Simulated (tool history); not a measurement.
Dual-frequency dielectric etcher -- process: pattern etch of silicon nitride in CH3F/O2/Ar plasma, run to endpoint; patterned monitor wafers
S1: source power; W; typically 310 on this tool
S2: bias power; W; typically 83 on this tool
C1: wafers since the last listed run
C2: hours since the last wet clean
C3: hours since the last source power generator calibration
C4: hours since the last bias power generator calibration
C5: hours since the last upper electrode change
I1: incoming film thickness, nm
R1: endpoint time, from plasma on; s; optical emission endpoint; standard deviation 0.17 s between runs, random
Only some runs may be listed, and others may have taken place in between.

run 1 hour=0 | S1=310 S2=83 | C1=0 C2=148.4 C3=1731.8 C4=1632.4 C5=2674.2 | I1=21.89 | R1=32.6
run 2 hour=97.5 | S1=310 S2=83 | C1=718 C2=245.9 C3=1829.3 C4=1729.9 C5=2771.7 | I1=21.72 | R1=32.3
run 3 hour=380.1 | S1=260 S2=78 | C1=2083 C2=528.5 C3=2111.9 C4=2012.5 C5=3054.3 | I1=21.55 | R1=35
run 4 hour=468.5 | S1=280 S2=92 | C1=651 C2=616.9 C3=2200.3 C4=2100.9 C5=3142.7 | I1=21.69 | R1=31.3
run 5 hour=548.6 | S1=280 S2=92 | C1=590 C2=697 C3=2280.4 C4=2181 C5=3222.8 | I1=21.67 | R1=31.3
-- hour=611.5 wet clean of the chamber
run 6 hour=639.9 | S1=340 S2=83 | C1=496 C2=28.4 C3=2371.7 C4=2272.3 C5=3314.1 | I1=21.74 | R1=31.5
-- hour=721.8 upper electrode replaced
run 7 hour=722.3 | S1=340 S2=83 | C1=430 C2=110.8 C3=2454.1 C4=2354.7 C5=0.5 | I1=21.6 | R1=31.2
run 8 hour=751.7 | S1=340 S2=83 | C1=216 C2=140.2 C3=2483.5 C4=2384.1 C5=29.9 | I1=21.72 | R1=31.3
run 9 hour=840.7 | S1=280 S2=83 | C1=656 C2=229.2 C3=2572.5 C4=2473.1 C5=118.9 | I1=21.9 | R1=33.6
-- hour=984.2 source power generator calibrated
run 10 hour=1078.8 | S1=280 S2=83 | C1=1726 C2=467.3 C3=94.6 C4=2711.2 C5=357 | I1=21.6 | R1=32.7
run 11 hour=1146.3 | S1=310 S2=74 | C1=497 C2=534.8 C3=162.1 C4=2778.7 C5=424.5 | I1=21.78 | R1=34.3
run 12 hour=1248.2 | S1=310 S2=74 | C1=751 C2=636.7 C3=264 C4=2880.6 C5=526.4 | I1=21.39 | R1=33.6
run 13 hour=1303 | S1=310 S2=83 | C1=404 C2=691.5 C3=318.8 C4=2935.4 C5=581.2 | I1=21.79 | R1=32.1
-- hour=1424.1 wet clean of the chamber
run 14 hour=1625.2 | S1=310 S2=71 | C1=2198 C2=201.1 C3=641 C4=3257.6 C5=903.4 | I1=21.9 | R1=35.4
run 15 hour=1667.9 | S1=380 S2=83 | C1=314 C2=243.8 C3=683.7 C4=3300.3 C5=946.1 | I1=21.82 | R1=30.3
run 16 hour=1767.7 | S1=310 S2=75 | C1=735 C2=343.6 C3=783.5 C4=3400.1 C5=1045.9 | I1=21.61 | R1=33.8
run 17 hour=1864.6 | S1=380 S2=99 | C1=714 C2=440.5 C3=880.4 C4=3497 C5=1142.8 | I1=21.76 | R1=27.1
run 18 hour=1968.3 | S1=310 S2=63 | C1=764 C2=544.2 C3=984.1 C4=3600.7 C5=1246.5 | I1=21.78 | R1=38
run 19 hour=2062.4 | S1=280 S2=77 | C1=693 C2=638.3 C3=1078.2 C4=3694.8 C5=1340.6 | I1=21.87 | R1=34.6
run 20 hour=2109.2 | S1=340 S2=83 | C1=345 C2=685.1 C3=1125 C4=3741.6 C5=1387.4 | I1=21.63 | R1=30.8
run 21 hour=2205.6 | S1=380 S2=99 | C1=710 C2=781.5 C3=1221.4 C4=3838 C5=1483.8 | I1=21.45 | R1=26.8
-- hour=2281.4 bias power generator calibrated
-- hour=2297.2 wet clean of the chamber
run 22 hour=2298.7 | S1=250 S2=77 | C1=540 C2=1.5 C3=1314.5 C4=17.3 C5=1576.9 | I1=21.8 | R1=36
run 23 hour=2395.9 | S1=260 S2=78 | C1=716 C2=98.7 C3=1411.7 C4=114.5 C5=1674.1 | I1=21.59 | R1=35.4
run 24 hour=2489.5 | S1=280 S2=66 | C1=690 C2=192.3 C3=1505.3 C4=208.1 C5=1767.7 | I1=21.57 | R1=38.3
run 25 hour=2595.8 | S1=390 S2=83 | C1=783 C2=298.6 C3=1611.6 C4=314.4 C5=1874 | I1=21.72 | R1=30.5
run 26 hour=2785.1 | S1=310 S2=83 | C1=1395 C2=487.9 C3=1800.9 C4=503.7 C5=2063.3 | I1=21.69 | R1=32.2
run 27 hour=2885.7 | S1=340 S2=73 | C1=741 C2=588.5 C3=1901.5 C4=604.3 C5=2163.9 | I1=21.7 | R1=34
run 28 hour=2944 | S1=230 S2=75 | C1=429 C2=646.8 C3=1959.8 C4=662.6 C5=2222.2 | I1=21.74 | R1=37.1
run 29 hour=3045.9 | S1=310 S2=67 | C1=751 C2=748.7 C3=2061.7 C4=764.5 C5=2324.1 | I1=21.71 | R1=36.7
run 30 hour=3115.5 | S1=310 S2=83 | C1=513 C2=818.3 C3=2131.3 C4=834.1 C5=2393.7 | I1=21.77 | R1=32.9
run 31 hour=3180.5 | S1=310 S2=83 | C1=479 C2=883.3 C3=2196.3 C4=899.1 C5=2458.7 | I1=21.7 | R1=32.5
-- hour=3207.9 wet clean of the chamber
run 32 hour=3284.9 | S1=310 S2=83 | C1=592 C2=77 C3=2300.7 C4=1003.5 C5=2563.1 | I1=21.66 | R1=32.5
run 33 hour=3326.8 | S1=310 S2=68 | C1=308 C2=118.9 C3=2342.6 C4=1045.4 C5=2605 | I1=21.76 | R1=36.4
run 34 hour=3386.4 | S1=350 S2=65 | C1=439 C2=178.5 C3=2402.2 C4=1105 C5=2664.6 | I1=21.95 | R1=36.4
run 35 hour=3430.7 | S1=310 S2=91 | C1=326 C2=222.8 C3=2446.5 C4=1149.3 C5=2708.9 | I1=21.59 | R1=30.5
-- hour=3443.6 source power generator calibrated
run 36 hour=3499.2 | S1=260 S2=104 | C1=475 C2=291.3 C3=55.6 C4=1217.8 C5=2777.4 | I1=21.66 | R1=29.8

Below are 3 alternative next runs, each starting from the tool's condition after run 36. Predict each:
run A hour=3499.6 | S1=310 S2=83 | C1=2 C2=291.7 C3=56 C4=1218.2 C5=2777.8 | I1=21.78 | R1=?
run B hour=3499.6 | S1=310 S2=65 | C1=2 C2=291.7 C3=56 C4=1218.2 C5=2777.8 | I1=21.78 | R1=?
run C hour=3499.6 | S1=310 S2=64 | C1=2 C2=291.7 C3=56 C4=1218.2 C5=2777.8 | I1=21.78 | R1=?

run=A R1=32.4
run=B R1=37.6
run=C R1=37.9
Take away the tool's hidden state, keep each run's random variation, and the runs would have read:
run=A R1=32.6
run=B R1=37.8
run=C R1=38.2
